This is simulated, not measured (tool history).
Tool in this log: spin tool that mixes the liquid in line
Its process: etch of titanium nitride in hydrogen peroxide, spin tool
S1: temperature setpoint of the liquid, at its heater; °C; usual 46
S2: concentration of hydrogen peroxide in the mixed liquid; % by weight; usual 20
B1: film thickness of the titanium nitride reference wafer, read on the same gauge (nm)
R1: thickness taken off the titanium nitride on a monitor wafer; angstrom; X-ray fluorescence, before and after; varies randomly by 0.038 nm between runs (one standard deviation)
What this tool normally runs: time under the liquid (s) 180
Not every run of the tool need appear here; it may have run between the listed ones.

Run 1, day 0: usual settings but time under the liquid (s) 145; B1 30.015. Result: R1 24.37 angstrom.
Run 2, day 1.012: usual settings but time under the liquid (s) 145; B1 29.983. Result: R1 24.39 angstrom.
Run 3, day 1.883: usual settings but time under the liquid (s) 250; B1 30.048. Result: R1 41.88 angstrom.
Run 4, day 3.125: usual settings but time under the liquid (s) 250; B1 29.975. Result: R1 40.75 angstrom.
Run 5, day 4.388: usual settings but time under the liquid (s) 250; B1 30.001. Result: R1 40.9 angstrom.
Run 6, day 5.404: usual settings but S2 21.5 % by weight; B1 29.993. Result: R1 29.96 angstrom.
Run 7, day 6: usual settings but S2 21.5 % by weight; B1 30.062. Result: R1 30.05 angstrom.
Run 8, day 7.217: usual settings; B1 30.008. Result: R1 29.33 angstrom.
Run 9, day 9.975: usual settings; B1 29.963. Result: R1 29.08 angstrom.
At day 10.342: gauge calibrated.
At day 11.517: peroxide flow meter replaced.
At day 13.288: heated supply line repaired.
Run 10, day 14.412: usual settings but S2 23 % by weight, time under the liquid (s) 140; B1 29.97. Result: R1 30.05 angstrom.
Run 11, day 15.779: usual settings; B1 30.037. Result: R1 37.62 angstrom.
Run 12, day 17.25: usual settings but S2 25 % by weight, time under the liquid (s) 220; B1 30.024. Result: R1 48.99 angstrom.
At day 18.654: thermometer replaced.
Run 13, day 18.692: usual settings; B1 30.042. Result: R1 37.48 angstrom.
Run 14, day 19.55: usual settings but S1 42 °C, S2 24 % by weight, time under the liquid (s) 85; B1 29.989. Result: R1 13.54 angstrom.
At day 20.8: new drum of peroxide connected.
Run 15, day 21.021: usual settings but S1 37.5 °C, time under the liquid (s) 110; B1 30.04. Result: R1 11.89 angstrom.
Run 16, day 22.096: usual settings but S2 22 % by weight, time under the liquid (s) 95; B1 30.012. Result: R1 19.88 angstrom.
Run 17, day 24.675: usual settings but time under the liquid (s) 210; B1 29.976. Result: R1 42.94 angstrom.
Run 18, day 25.404: usual settings but S2 24.5 % by weight; B1 29.983. Result: R1 38.54 angstrom.
Run 19, day 26.304: usual settings but S1 38.5 °C, S2 23 % by weight, time under the liquid (s) 220; B1 29.999. Result: R1 26.45 angstrom.
Run 20, day 27.529: usual settings but time under the liquid (s) 290; B1 29.942. Result: R1 59.35 angstrom.
Run 21, day 28.096: usual settings but time under the liquid (s) 140; B1 30.044. Result: R1 28.06 angstrom.

4 ways to go on from here, each from the tool as it stands after run 21. What would each give?
Run A, day 28.117: usual settings; B1 ?. Result: R1 ?.
Run B, day 28.117: usual settings but S2 18 % by weight, time under the liquid (s) 130; B1 ?. Result: R1 ?.
Run C, day 28.117: usual settings but S1 52.5 °C, S2 23 % by weight, time under the liquid (s) 275; B1 ?. Result: R1 ?.
Run D, day 28.117: usual settings but S1 54.5 °C, S2 16 % by weight, time under the liquid (s) 265; B1 ?. Result: R1 ?.

run      B1     R1
  A  29.993  36.94
  B  29.993  26.08
  C  29.993  93.37
  D  29.993  95.96
Without the tool's unlogged condition, the same runs would have read:
run     R1
  A  38.56
  B  27.23
  C  97.31
  D  99.95

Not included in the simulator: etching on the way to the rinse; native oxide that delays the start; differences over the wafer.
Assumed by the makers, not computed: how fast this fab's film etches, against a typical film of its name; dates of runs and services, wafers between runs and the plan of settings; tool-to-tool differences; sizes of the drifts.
